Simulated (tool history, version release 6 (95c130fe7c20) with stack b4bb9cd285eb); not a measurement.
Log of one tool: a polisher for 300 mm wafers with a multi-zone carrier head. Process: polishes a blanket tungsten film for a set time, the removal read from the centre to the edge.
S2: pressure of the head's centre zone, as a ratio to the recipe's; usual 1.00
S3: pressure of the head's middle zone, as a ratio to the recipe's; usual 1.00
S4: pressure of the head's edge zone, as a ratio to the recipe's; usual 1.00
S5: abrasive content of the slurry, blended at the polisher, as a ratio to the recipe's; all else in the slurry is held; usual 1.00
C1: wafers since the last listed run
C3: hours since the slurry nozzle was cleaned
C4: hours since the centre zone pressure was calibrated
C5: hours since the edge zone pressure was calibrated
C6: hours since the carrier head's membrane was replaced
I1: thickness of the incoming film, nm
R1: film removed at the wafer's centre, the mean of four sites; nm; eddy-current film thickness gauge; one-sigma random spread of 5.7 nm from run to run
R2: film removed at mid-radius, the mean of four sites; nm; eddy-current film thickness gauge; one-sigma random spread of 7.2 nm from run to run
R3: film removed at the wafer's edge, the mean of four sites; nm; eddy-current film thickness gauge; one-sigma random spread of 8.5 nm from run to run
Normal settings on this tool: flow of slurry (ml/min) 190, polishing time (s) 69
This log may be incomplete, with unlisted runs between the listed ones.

run 1 hour=0.0 | flow_of_slurry_(ml/min)=190 S2=1.00 S3=1.00 S4=1.00 S5=1.00 polishing_time_(s)=69 | C1=0 wafers_polished_on_this_pad=289 C3=62.4 C4=490.7 C5=313.4 C6=385.1 | I1=1471.0 | R1=565.9 R2=556.1 R3=580.0
run 2 hour=49.0 | flow_of_slurry_(ml/min)=190 S2=1.00 S3=0.97 S4=1.00 S5=1.00 polishing_time_(s)=69 | C1=330 wafers_polished_on_this_pad=620 C3=111.4 C4=539.7 C5=362.4 C6=434.1 | I1=1444.6 | R1=538.0 R2=518.4 R3=540.8
run 3 hour=100.1 | flow_of_slurry_(ml/min)=190 S2=1.00 S3=0.97 S4=1.00 S5=1.00 polishing_time_(s)=69 | C1=344 wafers_polished_on_this_pad=964 C3=162.5 C4=590.8 C5=413.5 C6=485.2 | I1=1446.0 | R1=533.3 R2=505.9 R3=517.0
run 4 hour=165.3 | flow_of_slurry_(ml/min)=160 S2=1.00 S3=1.00 S4=1.00 S5=1.00 polishing_time_(s)=58 | C1=439 wafers_polished_on_this_pad=1404 C3=227.7 C4=656.0 C5=478.7 C6=550.4 | I1=1470.5 | R1=424.8 R2=423.8 R3=428.2
-- hour=208.3 worn pad replaced by a new one
-- hour=212.7 edge zone pressure recalibrated
run 5 hour=213.2 | flow_of_slurry_(ml/min)=190 S2=1.00 S3=1.00 S4=1.00 S5=1.15 polishing_time_(s)=69 | C1=282 wafers_polished_on_this_pad=19 C3=275.6 C4=703.9 C5=0.5 C6=598.3 | I1=1451.4 | R1=606.7 R2=585.2 R3=591.2
run 6 hour=251.8 | flow_of_slurry_(ml/min)=190 S2=1.00 S3=1.00 S4=1.00 S5=1.00 polishing_time_(s)=59 | C1=260 wafers_polished_on_this_pad=279 C3=314.2 C4=742.5 C5=39.1 C6=636.9 | I1=1432.3 | R1=474.5 R2=460.8 R3=472.7
run 7 hour=315.4 | flow_of_slurry_(ml/min)=190 S2=1.00 S3=1.00 S4=1.00 S5=1.00 polishing_time_(s)=59 | C1=429 wafers_polished_on_this_pad=708 C3=377.8 C4=806.1 C5=102.7 C6=700.5 | I1=1438.6 | R1=456.1 R2=454.6 R3=457.9
run 8 hour=392.7 | flow_of_slurry_(ml/min)=190 S2=1.00 S3=1.00 S4=1.00 S5=1.00 polishing_time_(s)=59 | C1=521 wafers_polished_on_this_pad=1230 C3=455.1 C4=883.4 C5=180.0 C6=777.8 | I1=1437.6 | R1=449.6 R2=440.1 R3=444.0
-- hour=397.3 slurry nozzle cleaned
-- hour=430.9 worn pad replaced by a new one
run 9 hour=446.7 | flow_of_slurry_(ml/min)=190 S2=1.00 S3=1.00 S4=1.00 S5=1.00 polishing_time_(s)=69 | C1=330 wafers_polished_on_this_pad=106 C3=49.4 C4=937.4 C5=234.0 C6=831.8 | I1=1423.4 | R1=577.4 R2=564.8 R3=552.5
-- hour=492.7 centre zone pressure recalibrated
run 10 hour=511.5 | flow_of_slurry_(ml/min)=190 S2=1.00 S3=1.00 S4=1.00 S5=1.00 polishing_time_(s)=69 | C1=423 wafers_polished_on_this_pad=530 C3=114.2 C4=18.8 C5=298.8 C6=896.6 | I1=1425.4 | R1=541.8 R2=534.0 R3=546.3
run 11 hour=619.3 | flow_of_slurry_(ml/min)=190 S2=1.04 S3=1.00 S4=1.09 S5=1.00 polishing_time_(s)=69 | C1=727 wafers_polished_on_this_pad=1257 C3=222.0 C4=126.6 C5=406.6 C6=1004.4 | I1=1435.8 | R1=540.1 R2=515.4 R3=553.5
-- hour=678.2 worn pad replaced by a new one
run 12 hour=678.7 | flow_of_slurry_(ml/min)=190 S2=1.00 S3=1.00 S4=1.00 S5=1.00 polishing_time_(s)=59 | C1=373 wafers_polished_on_this_pad=3 C3=281.4 C4=186.0 C5=466.0 C6=1063.8 | I1=1425.2 | R1=501.0 R2=501.9 R3=514.9
-- hour=702.9 edge zone pressure recalibrated
-- hour=744.5 carrier head's membrane replaced by a new one
run 13 hour=745.4 | flow_of_slurry_(ml/min)=190 S2=1.00 S3=1.00 S4=1.00 S5=1.00 polishing_time_(s)=59 | C1=402 wafers_polished_on_this_pad=405 C3=348.1 C4=252.7 C5=42.5 C6=0.9 | I1=1436.4 | R1=464.9 R2=470.5 R3=473.8
run 14 hour=783.5 | flow_of_slurry_(ml/min)=160 S2=1.10 S3=1.00 S4=1.00 S5=1.00 polishing_time_(s)=51 | C1=257 wafers_polished_on_this_pad=662 C3=386.2 C4=290.8 C5=80.6 C6=39.0 | I1=1442.5 | R1=420.6 R2=379.1 R3=393.9
-- hour=820.1 slurry nozzle cleaned
run 15 hour=868.6 | flow_of_slurry_(ml/min)=190 S2=1.00 S3=1.00 S4=1.00 S5=1.00 polishing_time_(s)=69 | C1=567 wafers_polished_on_this_pad=1230 C3=48.5 C4=375.9 C5=165.7 C6=124.1 | I1=1424.7 | R1=528.3 R2=515.0 R3=525.4
-- hour=931.2 worn pad replaced by a new one
run 16 hour=963.3 | flow_of_slurry_(ml/min)=170 S2=0.91 S3=0.96 S4=1.00 S5=1.00 polishing_time_(s)=69 | C1=611 wafers_polished_on_this_pad=216 C3=143.2 C4=470.6 C5=260.4 C6=218.8 | I1=1430.0 | R1=501.1 R2=525.1 R3=547.5
run 17 hour=1058.2 | flow_of_slurry_(ml/min)=170 S2=1.00 S3=1.00 S4=1.00 S5=0.85 polishing_time_(s)=69 | C1=640 wafers_polished_on_this_pad=856 C3=238.1 C4=565.5 C5=355.3 C6=313.7 | I1=1450.2 | R1=492.4 R2=488.3 R3=497.0

Run 18 comes next. What will it give?
run 18 hour=1157.5 | flow_of_slurry_(ml/min)=190 S2=1.00 S3=1.00 S4=1.00 S5=0.90 polishing_time_(s)=46 | C1=669 wafers_polished_on_this_pad=1526 C3=337.4 C4=664.8 C5=454.6 C6=413.0 | I1=1438.5 | R1=? R2=? R3=?

{"run 18": {"R1": 330.3, "R2": 329.8, "R3": 333.0}}
With no hidden state in the tool, this same run would have given R1 376.6 nm, R2 376.1 nm, R3 379.7 nm.
